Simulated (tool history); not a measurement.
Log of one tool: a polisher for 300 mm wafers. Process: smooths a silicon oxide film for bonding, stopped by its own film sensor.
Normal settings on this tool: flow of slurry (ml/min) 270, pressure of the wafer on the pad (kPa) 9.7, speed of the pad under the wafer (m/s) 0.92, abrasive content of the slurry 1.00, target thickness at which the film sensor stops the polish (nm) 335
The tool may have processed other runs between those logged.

run	hour	flow of slurry (ml/min)	pressure of the wafer on the pad (kPa)	speed of the pad under the wafer (m/s)	abrasive content of the slurry	target thickness at which the film sensor stops the polish (nm)	wafers since the last listed run	wafers polished on this pad	hours since the slurry nozzle was cleaned	hours since the head pressure was calibrated	hours since the slurry blender was calibrated	incoming thickness of the incoming film, nm	time until the film sensor stopped the polish (s)
1	0.0	270	9.7	0.92	1.00	335	0	659	270.0	439.4	392.5	366.0	74.1
2	73.0	270	9.7	0.82	1.00	335	837	1496	343.0	512.4	465.5	366.8	80.8
# hour 120.7: slurry blender recalibrated
3	147.4	270	9.7	0.82	1.00	335	830	2327	417.4	586.8	26.7	359.5	62.7
# hour 157.4: slurry nozzle cleaned
4	244.0	270	9.7	0.82	1.00	335	1096	3424	86.6	683.4	123.3	361.6	68.6
5	287.2	270	9.7	0.92	1.00	335	495	3919	129.8	726.6	166.5	357.0	53.3
6	337.4	270	9.7	0.92	1.00	335	575	4495	180.0	776.8	216.7	362.1	65.2
7	420.7	270	7.6	0.72	1.00	335	955	5451	263.3	860.1	300.0	365.8	108.4
# hour 475.8: worn pad replaced by a new one
8	479.4	270	7.6	0.72	1.00	335	627	40	322.0	918.8	358.7	357.3	80.1
9	540.1	205	8.3	0.92	1.00	335	696	737	382.7	979.5	419.4	359.0	68.3
10	607.1	205	8.3	0.92	1.00	335	768	1505	449.7	1046.5	486.4	365.2	86.2
# hour 616.7: slurry nozzle cleaned
# hour 666.3: slurry blender recalibrated
11	679.0	270	9.7	0.92	1.00	335	790	2296	62.3	1118.4	12.7	352.2	40.8
12	756.2	270	9.7	0.92	1.00	335	885	3181	139.5	1195.6	89.9	361.8	65.0
13	852.8	175	9.7	0.92	1.00	338	1108	4290	236.1	1292.2	186.5	356.5	46.7
# hour 949.7: worn pad replaced by a new one
14	957.1	270	9.7	0.92	1.00	335	1150	85	340.4	1396.5	290.8	358.5	56.6
# hour 977.5: head pressure recalibrated
15	998.0	270	9.7	0.92	1.15	338	446	531	381.3	20.5	331.7	358.3	44.9
16	1104.2	270	7.6	0.92	0.75	335	1218	1750	487.5	126.7	437.9	359.6	88.1
# hour 1120.9: slurry nozzle cleaned
# hour 1202.3: slurry blender recalibrated
17	1202.8	270	9.7	1.22	0.85	335	1096	2846	81.9	225.3	0.5	355.6	44.3
18	1297.1	325	6.2	1.16	1.00	332	1081	3928	176.2	319.6	94.8	364.6	104.1
19	1387.8	270	9.7	0.92	1.00	326	1040	4969	266.9	410.3	185.5	365.2	93.5
# hour 1456.0: worn pad replaced by a new one
20	1466.6	270	11.0	0.92	1.00	341	858	122	345.7	489.1	264.3	357.8	34.9
21	1506.9	270	9.7	0.92	1.00	335	462	584	386.0	529.4	304.6	364.5	70.6
22	1550.3	270	7.6	0.92	1.00	335	497	1082	429.4	572.8	348.0	365.2	92.8
# hour 1611.0: slurry nozzle cleaned
23	1629.5	270	9.7	0.92	1.00	335	897	1979	18.5	652.0	427.2	358.2	56.0
24	1688.9	185	11.0	0.92	1.20	339	681	2660	77.9	711.4	486.6	360.8	43.5
# hour 1726.5: slurry blender recalibrated
25	1794.9	340	8.3	0.78	1.00	335	1193	3853	183.9	817.4	68.4	362.7	85.2
26	1879.0	220	9.7	0.92	1.25	343	964	4818	268.0	901.5	152.5	357.9	32.3
# hour 1909.6: worn pad replaced by a new one
27	1935.8	245	11.7	0.92	1.00	340	605	300	324.8	958.3	209.3	364.9	48.9
28	1973.9	325	6.2	1.16	1.00	332	437	737	362.9	996.4	247.4	358.8	82.2
29	2010.7	320	9.7	0.80	1.00	339	422	1159	399.7	1033.2	284.2	354.7	41.0

What if the next run were any one of these 5? Each begins from the tool's condition after run 29:
A	2011.1	270	9.7	0.92	1.00	335	4	1164	400.1	1033.6	284.6	355.9	?
B	2011.1	270	9.7	0.92	1.15	335	4	1164	400.1	1033.6	284.6	355.9	?
C	2011.1	270	11.7	0.92	1.00	335	4	1164	400.1	1033.6	284.6	355.9	?
D	2011.1	270	11.0	0.92	1.00	342	4	1164	400.1	1033.6	284.6	355.9	?
E	2011.1	270	9.7	1.04	1.00	335	4	1164	400.1	1033.6	284.6	355.9	?

run	time until the film sensor stopped the polish (s)
A	49.8
B	46.6
C	41.0
D	29.0
E	46.0
What these runs would have given with no unlogged condition in the tool:
run	time until the film sensor stopped the polish (s)
A	49.8
B	46.6
C	41.0
D	29.0
E	46.0

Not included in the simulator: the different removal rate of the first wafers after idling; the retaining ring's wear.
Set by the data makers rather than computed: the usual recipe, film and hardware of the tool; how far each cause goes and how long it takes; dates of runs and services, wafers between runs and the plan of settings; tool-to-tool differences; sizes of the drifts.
